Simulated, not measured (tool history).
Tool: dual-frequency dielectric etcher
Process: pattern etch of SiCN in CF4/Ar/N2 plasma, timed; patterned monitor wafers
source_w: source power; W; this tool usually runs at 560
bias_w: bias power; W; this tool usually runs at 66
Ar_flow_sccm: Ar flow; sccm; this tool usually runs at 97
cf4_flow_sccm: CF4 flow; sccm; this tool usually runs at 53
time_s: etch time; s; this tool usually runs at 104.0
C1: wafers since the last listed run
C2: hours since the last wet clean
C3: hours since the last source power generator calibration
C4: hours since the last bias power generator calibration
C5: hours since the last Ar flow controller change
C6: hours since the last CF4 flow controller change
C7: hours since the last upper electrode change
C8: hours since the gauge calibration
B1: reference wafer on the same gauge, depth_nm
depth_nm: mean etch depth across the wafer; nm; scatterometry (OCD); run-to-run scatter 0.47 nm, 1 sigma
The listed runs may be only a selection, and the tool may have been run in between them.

Run 1, day 0.000: usual settings but source_w 500 W, bias_w 53 W, time_s 76.0 s; C1 0; C2 246.6; C3 241.0; C4 3457.3; C5 236.1; C6 710.1; C7 668.0; C8 2178.7; B1 91.7. Result: depth_nm 58.3 nm.
At day 6.746: gauge calibrated.
Run 2, day 12.179: usual settings but source_w 520 W, cf4_flow_sccm 66 sccm, time_s 131.0 s; C1 1679; C2 538.9; C3 533.3; C4 3749.6; C5 528.4; C6 1002.4; C7 960.3; C8 130.4; B1 91.7. Result: depth_nm 117.9 nm.
Run 3, day 15.704: usual settings but source_w 640 W, bias_w 52 W, time_s 116.0 s; C1 486; C2 623.5; C3 617.9; C4 3834.2; C5 613.0; C6 1087.0; C7 1044.9; C8 215.0; B1 91.7. Result: depth_nm 119.8 nm.
Run 4, day 18.425: usual settings; C1 375; C2 688.8; C3 683.2; C4 3899.5; C5 678.3; C6 1152.3; C7 1110.2; C8 280.3; B1 91.8. Result: depth_nm 97.8 nm.
At day 19.542: wet clean of the chamber.
Run 5, day 20.492: usual settings but cf4_flow_sccm 57 sccm, time_s 132.0 s; C1 147; C2 22.8; C3 732.8; C4 3949.1; C5 727.9; C6 1201.9; C7 1159.8; C8 329.9; B1 91.8. Result: depth_nm 123.9 nm.
Run 6, day 22.671: usual settings but Ar_flow_sccm 112 sccm; C1 300; C2 75.1; C3 785.1; C4 4001.4; C5 780.2; C6 1254.2; C7 1212.1; C8 382.2; B1 91.7. Result: depth_nm 94.0 nm.
At day 25.471: bias power generator calibrated.
Run 7, day 26.196: usual settings but Ar_flow_sccm 114 sccm, cf4_flow_sccm 63 sccm, time_s 116.5 s; C1 463; C2 159.7; C3 869.7; C4 17.4; C5 864.8; C6 1338.8; C7 1296.7; C8 466.8; B1 91.6. Result: depth_nm 110.1 nm.
Run 8, day 28.296: usual settings; C1 289; C2 210.1; C3 920.1; C4 67.8; C5 915.2; C6 1389.2; C7 1347.1; C8 517.2; B1 91.8. Result: depth_nm 96.8 nm.
Run 9, day 31.308: usual settings but bias_w 71 W, Ar_flow_sccm 76 sccm, time_s 113.0 s; C1 415; C2 282.4; C3 992.4; C4 140.1; C5 987.5; C6 1461.5; C7 1419.4; C8 589.5; B1 91.6. Result: depth_nm 111.1 nm.
Run 10, day 35.533: usual settings; C1 582; C2 383.8; C3 1093.8; C4 241.5; C5 1088.9; C6 1562.9; C7 1520.8; C8 690.9; B1 91.6. Result: depth_nm 97.8 nm.
Run 11, day 38.762: usual settings; C1 445; C2 461.3; C3 1171.3; C4 319.0; C5 1166.4; C6 1640.4; C7 1598.3; C8 768.4; B1 91.6. Result: depth_nm 98.1 nm.
Run 12, day 40.450: usual settings but Ar_flow_sccm 78 sccm, time_s 129.0 s; C1 232; C2 501.8; C3 1211.8; C4 359.5; C5 1206.9; C6 1680.9; C7 1638.8; C8 808.9; B1 91.7. Result: depth_nm 126.0 nm.
Run 13, day 43.142: usual settings but source_w 460 W, Ar_flow_sccm 119 sccm, time_s 123.0 s; C1 371; C2 566.4; C3 1276.4; C4 424.1; C5 1271.5; C6 1745.5; C7 1703.4; C8 873.5; B1 91.6. Result: depth_nm 91.9 nm.
Run 14, day 46.242: usual settings but source_w 610 W, bias_w 55 W, Ar_flow_sccm 82 sccm, cf4_flow_sccm 63 sccm; C1 427; C2 640.8; C3 1350.8; C4 498.5; C5 1345.9; C6 1819.9; C7 1777.8; C8 947.9; B1 91.7. Result: depth_nm 110.3 nm.
At day 48.642: wet clean of the chamber.
Run 15, day 49.908: usual settings but source_w 500 W, Ar_flow_sccm 89 sccm; C1 367; C2 30.4; C3 1438.8; C4 586.5; C5 1433.9; C6 1907.9; C7 1865.8; C8 1035.9; B1 91.7. Result: depth_nm 87.6 nm.
Run 16, day 52.133: usual settings but bias_w 60 W, Ar_flow_sccm 108 sccm, cf4_flow_sccm 66 sccm; C1 306; C2 83.8; C3 1492.2; C4 639.9; C5 1487.3; C6 1961.3; C7 1919.2; C8 1089.3; B1 91.7. Result: depth_nm 99.1 nm.
Run 17, day 56.546: usual settings but time_s 76.5 s; C1 608; C2 189.7; C3 1598.1; C4 745.8; C5 1593.2; C6 2067.2; C7 2025.1; C8 1195.2; B1 91.7. Result: depth_nm 71.4 nm.
Run 18, day 58.604: usual settings; C1 283; C2 239.1; C3 1647.5; C4 795.2; C5 1642.6; C6 2116.6; C7 2074.5; C8 1244.6; B1 91.7. Result: depth_nm 98.8 nm.
Run 19, day 61.733: usual settings; C1 431; C2 314.2; C3 1722.6; C4 870.3; C5 1717.7; C6 2191.7; C7 2149.6; C8 1319.7; B1 91.8. Result: depth_nm 98.5 nm.
Run 20, day 64.354: usual settings but source_w 440 W, cf4_flow_sccm 62 sccm; C1 361; C2 377.1; C3 1785.5; C4 933.2; C5 1780.6; C6 2254.6; C7 2212.5; C8 1382.6; B1 91.7. Result: depth_nm 78.2 nm.
At day 65.542: CF4 flow controller replaced.
Run 21, day 67.817: usual settings but Ar_flow_sccm 120 sccm; C1 443; C2 460.2; C3 1868.6; C4 1016.3; C5 1863.7; C6 54.6; C7 2295.6; C8 1465.7; B1 91.7. Result: depth_nm 95.7 nm.
Run 22, day 70.929: usual settings but source_w 610 W, bias_w 55 W, Ar_flow_sccm 82 sccm, cf4_flow_sccm 63 sccm; C1 429; C2 534.9; C3 1943.3; C4 1091.0; C5 1938.4; C6 129.3; C7 2370.3; C8 1540.4; B1 91.7. Result: depth_nm 110.3 nm.

Alternative continuations, all from the tool just after run 22; predict every row:
Run A, day 70.946: usual settings but source_w 450 W; C1 2; C2 535.3; C3 1943.7; C4 1091.4; C5 1938.8; C6 129.7; C7 2370.7; C8 1540.8; B1 ?. Result: depth_nm ?.
Run B, day 70.946: usual settings but bias_w 58 W, time_s 86.0 s; C1 2; C2 535.3; C3 1943.7; C4 1091.4; C5 1938.8; C6 129.7; C7 2370.7; C8 1540.8; B1 ?. Result: depth_nm ?.
Run C, day 70.946: usual settings but cf4_flow_sccm 47 sccm; C1 2; C2 535.3; C3 1943.7; C4 1091.4; C5 1938.8; C6 129.7; C7 2370.7; C8 1540.8; B1 ?. Result: depth_nm ?.

run    B1  depth_nm
  A  91.8      78.6
  B  91.8      80.0
  C  91.8      97.0
Stripped of hidden state, with their random variation kept, the same runs would have yielded:
run  depth_nm
  A      74.0
  B      75.4
  C      91.3
